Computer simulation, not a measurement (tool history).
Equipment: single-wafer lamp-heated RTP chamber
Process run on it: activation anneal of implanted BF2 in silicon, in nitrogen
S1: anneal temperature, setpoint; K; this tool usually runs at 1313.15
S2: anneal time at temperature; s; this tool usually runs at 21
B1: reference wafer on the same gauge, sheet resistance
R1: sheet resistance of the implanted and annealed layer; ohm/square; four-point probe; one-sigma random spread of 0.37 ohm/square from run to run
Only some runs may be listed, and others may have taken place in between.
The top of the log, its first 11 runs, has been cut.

run   hour       S1  S2      B1      R1
     295.6  -- reflector plate cleaned
 12  296.1  1313.15  21  113.95  109.03
 13  308.8  1313.15  21  114.04  107.58
 14  321.1  1313.15  21  114.01  108.12
 15  339.5  1313.15  21  114.03  107.61
 16  375.3  1313.15  13  114.10  112.94
 17  391.6  1313.15  21  113.97  107.44
     403.3  -- gauge calibrated
 18  423.9  1301.15  13  114.08  118.52
 19  448.6  1313.15  26  113.94  103.16
 20  481.5  1321.15  14  113.98  106.76
 21  514.9  1329.15  14  114.09  103.48
 22  530.8  1294.15  21  113.91  114.67
 23  543.5  1289.15  31  113.96  112.70
     551.8  -- pyrometer window cleaned and pyrometer calibrated
 24  571.1  1289.15  31  113.96  117.39
 25  606.7  1335.15  25  113.89   97.58
 26  635.0  1313.15  21  114.18  107.82
 27  648.7  1298.15  11  113.88  123.32
 28  679.2  1297.15  17  113.86  117.18
 29  694.4  1332.15  30  113.94   95.01

What does the tool deliver on the next run?
 30  723.8  1327.15  17   ?   ?

{"run 30": {"B1": 113.98, "R1": 102.87}}
Take away the tool's hidden state, keep the run-to-run variation as it was, and the same run would have given R1 107.94 ohm/square.
